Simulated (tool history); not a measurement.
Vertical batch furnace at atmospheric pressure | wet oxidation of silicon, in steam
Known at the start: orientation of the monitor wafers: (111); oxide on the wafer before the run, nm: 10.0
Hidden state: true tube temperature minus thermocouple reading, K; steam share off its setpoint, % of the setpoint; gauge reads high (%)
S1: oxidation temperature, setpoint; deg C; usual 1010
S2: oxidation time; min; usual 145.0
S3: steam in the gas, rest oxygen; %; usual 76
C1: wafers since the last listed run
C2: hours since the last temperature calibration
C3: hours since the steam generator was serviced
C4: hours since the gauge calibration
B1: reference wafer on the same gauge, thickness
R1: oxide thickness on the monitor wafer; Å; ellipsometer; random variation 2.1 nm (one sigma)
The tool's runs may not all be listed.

| run | hour | S1 | S2 | S3 | C1 | C2 | C3 | C4 | B1 | R1 |
|---|---|---|---|---|---|---|---|---|---|---|
| 1 | 0.0 | 1010 | 145.0 | 73 | 0 | 3816.8 | 2149.4 | 915.5 | 704.73 | 7955.6 |
| 2 | 234.9 | 1010 | 145.0 | 73 | 1660 | 4051.7 | 2384.3 | 1150.4 | 704.20 | 7942.9 |
| 3 | 326.8 | 1010 | 145.0 | 76 | 649 | 4143.6 | 2476.2 | 1242.3 | 703.64 | 8124.3 |
| 4 | 421.1 | 1010 | 145.0 | 76 | 666 | 4237.9 | 2570.5 | 1336.6 | 703.26 | 8133.9 |
| 5 | 507.4 | 1010 | 145.0 | 76 | 609 | 4324.2 | 2656.8 | 1422.9 | 704.42 | 8113.8 |
| 6 | 545.8 | 1010 | 145.0 | 76 | 271 | 4362.6 | 2695.2 | 1461.3 | 704.69 | 8095.8 |
| 7 | 582.5 | 1010 | 145.0 | 76 | 259 | 4399.3 | 2731.9 | 1498.0 | 703.71 | 8150.5 |
|  | 669.2 | thermocouples replaced and temperature profile calibrated |
| 8 | 669.7 | 1010 | 145.0 | 76 | 446 | 0.5 | 2819.1 | 1585.2 | 703.13 | 8069.3 |
|  | 700.5 | gauge calibrated |
| 9 | 702.8 | 1032 | 164.0 | 84 | 233 | 33.6 | 2852.2 | 2.3 | 703.94 | 10096.7 |
| 10 | 809.0 | 1010 | 145.0 | 76 | 750 | 139.8 | 2958.4 | 108.5 | 704.17 | 8061.0 |
| 11 | 868.9 | 1010 | 103.0 | 83 | 423 | 199.7 | 3018.3 | 168.4 | 704.89 | 7006.0 |
| 12 | 950.5 | 1034 | 145.0 | 79 | 576 | 281.3 | 3099.9 | 250.0 | 703.65 | 9207.7 |
| 13 | 1010.4 | 1029 | 216.5 | 76 | 423 | 341.2 | 3159.8 | 309.9 | 704.61 | 10992.3 |
|  | 1058.4 | steam generator serviced |
| 14 | 1094.6 | 1023 | 186.5 | 76 | 425 | 425.4 | 36.2 | 394.1 | 704.26 | 10310.5 |
| 15 | 1192.2 | 1010 | 145.0 | 76 | 689 | 523.0 | 133.8 | 491.7 | 704.89 | 8420.6 |

Forecast run 16:
| 16 | 1273.1 | 996 | 145.0 | 76 | 571 | 603.9 | 214.7 | 572.6 | ? | ? |

Run 16 gave B1 704.72, R1 7872.2 Å.
Without the tool's hidden state the same run would have given R1 7977.1 Å.

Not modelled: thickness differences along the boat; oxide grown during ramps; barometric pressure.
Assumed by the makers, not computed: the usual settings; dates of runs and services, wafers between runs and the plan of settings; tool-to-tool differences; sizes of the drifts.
